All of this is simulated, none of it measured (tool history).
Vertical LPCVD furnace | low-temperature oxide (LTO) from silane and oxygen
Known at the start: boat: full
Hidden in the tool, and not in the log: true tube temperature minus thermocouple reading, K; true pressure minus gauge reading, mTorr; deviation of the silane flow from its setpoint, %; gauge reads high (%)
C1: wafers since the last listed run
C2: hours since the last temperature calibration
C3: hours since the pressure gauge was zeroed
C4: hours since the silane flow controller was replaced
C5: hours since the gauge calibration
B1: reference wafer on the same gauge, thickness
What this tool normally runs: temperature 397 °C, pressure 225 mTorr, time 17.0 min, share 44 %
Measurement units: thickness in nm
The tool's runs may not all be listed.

Run 1, day 0.000: usual settings but temperature 388 °C, share 41 %; C1 0; C2 2810.7; C3 1737.2; C4 3854.1; C5 1600.7; B1 149.95. Result: thickness 139.14 nm.
Run 2, day 1.796: usual settings but temperature 388 °C, share 41 %; C1 626; C2 2853.8; C3 1780.3; C4 3897.2; C5 1643.8; B1 149.86. Result: thickness 138.37 nm.
At day 8.867: pressure gauge zeroed.
Run 3, day 9.638: usual settings; C1 2388; C2 3042.0; C3 18.5; C4 4085.4; C5 1832.0; B1 149.91. Result: thickness 170.96 nm.
At day 10.929: silane flow controller replaced.
Run 4, day 10.950: usual settings; C1 109; C2 3073.5; C3 50.0; C4 0.5; C5 1863.5; B1 150.06. Result: thickness 172.03 nm.
At day 11.929: gauge calibrated.
At day 13.304: thermocouples replaced and temperature profile calibrated.
Run 5, day 13.325: usual settings; C1 480; C2 0.5; C3 107.0; C4 57.5; C5 33.5; B1 149.91. Result: thickness 164.60 nm.
Run 6, day 15.350: usual settings but pressure 195 mTorr; C1 706; C2 49.1; C3 155.6; C4 106.1; C5 82.1; B1 149.85. Result: thickness 140.93 nm.
Run 7, day 16.725: usual settings but pressure 195 mTorr; C1 480; C2 82.1; C3 188.6; C4 139.1; C5 115.1; B1 150.11. Result: thickness 142.22 nm.
Run 8, day 19.692: usual settings but pressure 270 mTorr; C1 1035; C2 153.3; C3 259.8; C4 210.3; C5 186.3; B1 149.84. Result: thickness 196.56 nm.
Run 9, day 21.550: usual settings but pressure 270 mTorr; C1 648; C2 197.9; C3 304.4; C4 254.9; C5 230.9; B1 150.08. Result: thickness 195.80 nm.
Run 10, day 24.529: usual settings but pressure 245 mTorr, share 40 %; C1 1040; C2 269.4; C3 375.9; C4 326.4; C5 302.4; B1 149.91. Result: thickness 160.29 nm.
Run 11, day 27.367: usual settings; C1 990; C2 337.5; C3 444.0; C4 394.5; C5 370.5; B1 149.76. Result: thickness 165.46 nm.
Run 12, day 28.825: usual settings but pressure 170 mTorr, share 39 %; C1 509; C2 372.5; C3 479.0; C4 429.5; C5 405.5; B1 150.12. Result: thickness 108.74 nm.
Run 13, day 31.617: usual settings; C1 974; C2 439.5; C3 546.0; C4 496.5; C5 472.5; B1 150.02. Result: thickness 164.48 nm.
Run 14, day 34.508: usual settings but temperature 401 °C, pressure 190 mTorr, time 22.5 min, share 42 %; C1 1009; C2 508.9; C3 615.4; C4 565.9; C5 541.9; B1 150.29. Result: thickness 181.97 nm.
Run 15, day 35.738: usual settings but temperature 404 °C, share 49 %; C1 429; C2 538.4; C3 644.9; C4 595.4; C5 571.4; B1 149.87. Result: thickness 194.97 nm.
Run 16, day 37.400: usual settings; C1 580; C2 578.3; C3 684.8; C4 635.3; C5 611.3; B1 150.01. Result: thickness 163.82 nm.
Run 17, day 42.462: usual settings but share 48 %; C1 1767; C2 699.8; C3 806.3; C4 756.8; C5 732.8; B1 150.28. Result: thickness 178.53 nm.
Run 18, day 43.996: usual settings but share 37 %; C1 535; C2 736.6; C3 843.1; C4 793.6; C5 769.6; B1 150.10. Result: thickness 133.48 nm.
Run 19, day 45.854: usual settings; C1 648; C2 781.2; C3 887.7; C4 838.2; C5 814.2; B1 150.13. Result: thickness 165.07 nm.
Run 20, day 47.783: usual settings but temperature 393 °C, time 21.0 min, share 50 %; C1 673; C2 827.5; C3 934.0; C4 884.5; C5 860.5; B1 150.04. Result: thickness 221.69 nm.
Run 21, day 49.021: usual settings but temperature 392 °C, pressure 255 mTorr, time 22.5 min, share 49 %; C1 432; C2 857.2; C3 963.7; C4 914.2; C5 890.2; B1 149.95. Result: thickness 258.90 nm.
Run 22, day 50.525: usual settings but time 23.0 min; C1 525; C2 893.3; C3 999.8; C4 950.3; C5 926.3; B1 150.00. Result: thickness 220.45 nm.
Run 23, day 52.371: usual settings but pressure 170 mTorr; C1 644; C2 937.6; C3 1044.1; C4 994.6; C5 970.6; B1 150.02. Result: thickness 122.81 nm.
Run 24, day 53.696: usual settings but temperature 387 °C, pressure 170 mTorr, time 20.5 min, share 40 %; C1 462; C2 969.4; C3 1075.9; C4 1026.4; C5 1002.4; B1 150.13. Result: thickness 119.69 nm.
Run 25, day 56.242: usual settings but temperature 404 °C, pressure 195 mTorr, time 12.0 min, share 39 %; C1 888; C2 1030.5; C3 1137.0; C4 1087.5; C5 1063.5; B1 150.04. Result: thickness 93.97 nm.
Run 26, day 58.296: usual settings but temperature 407 °C, time 23.5 min, share 49 %; C1 717; C2 1079.8; C3 1186.3; C4 1136.8; C5 1112.8; B1 149.93. Result: thickness 279.22 nm.
Run 27, day 59.529: usual settings but pressure 185 mTorr; C1 430; C2 1109.4; C3 1215.9; C4 1166.4; C5 1142.4; B1 150.03. Result: thickness 134.14 nm.
Run 28, day 65.546: usual settings; C1 2100; C2 1253.8; C3 1360.3; C4 1310.8; C5 1286.8; B1 150.09. Result: thickness 162.74 nm.
Run 29, day 68.229: usual settings but temperature 393 °C; C1 936; C2 1318.2; C3 1424.7; C4 1375.2; C5 1351.2; B1 149.97. Result: thickness 156.77 nm.
Run 30, day 70.117: usual settings but time 13.0 min, share 48 %; C1 658; C2 1363.5; C3 1470.0; C4 1420.5; C5 1396.5; B1 150.04. Result: thickness 136.16 nm.
Run 31, day 71.183: usual settings but pressure 270 mTorr; C1 372; C2 1389.1; C3 1495.6; C4 1446.1; C5 1422.1; B1 149.99. Result: thickness 197.25 nm.

Each run again, without the hidden state but with its own random variation kept:
run  thickness
  1     136.24
  2     135.63
  3     162.00
  4     162.95
  5     163.41
  6     139.77
  7     141.00
  8     194.88
  9     194.05
 10     158.70
 11     163.77
 12     107.56
 13     162.74
 14     180.06
 15     193.03
 16     162.06
 17     176.72
 18     131.97
 19     163.37
 20     219.57
 21     256.21
 22     218.32
 23     122.01
 24     118.81
 25      93.30
 26     277.42
 27     133.48
 28     161.80
 29     155.97
 30     135.72
 31     195.86

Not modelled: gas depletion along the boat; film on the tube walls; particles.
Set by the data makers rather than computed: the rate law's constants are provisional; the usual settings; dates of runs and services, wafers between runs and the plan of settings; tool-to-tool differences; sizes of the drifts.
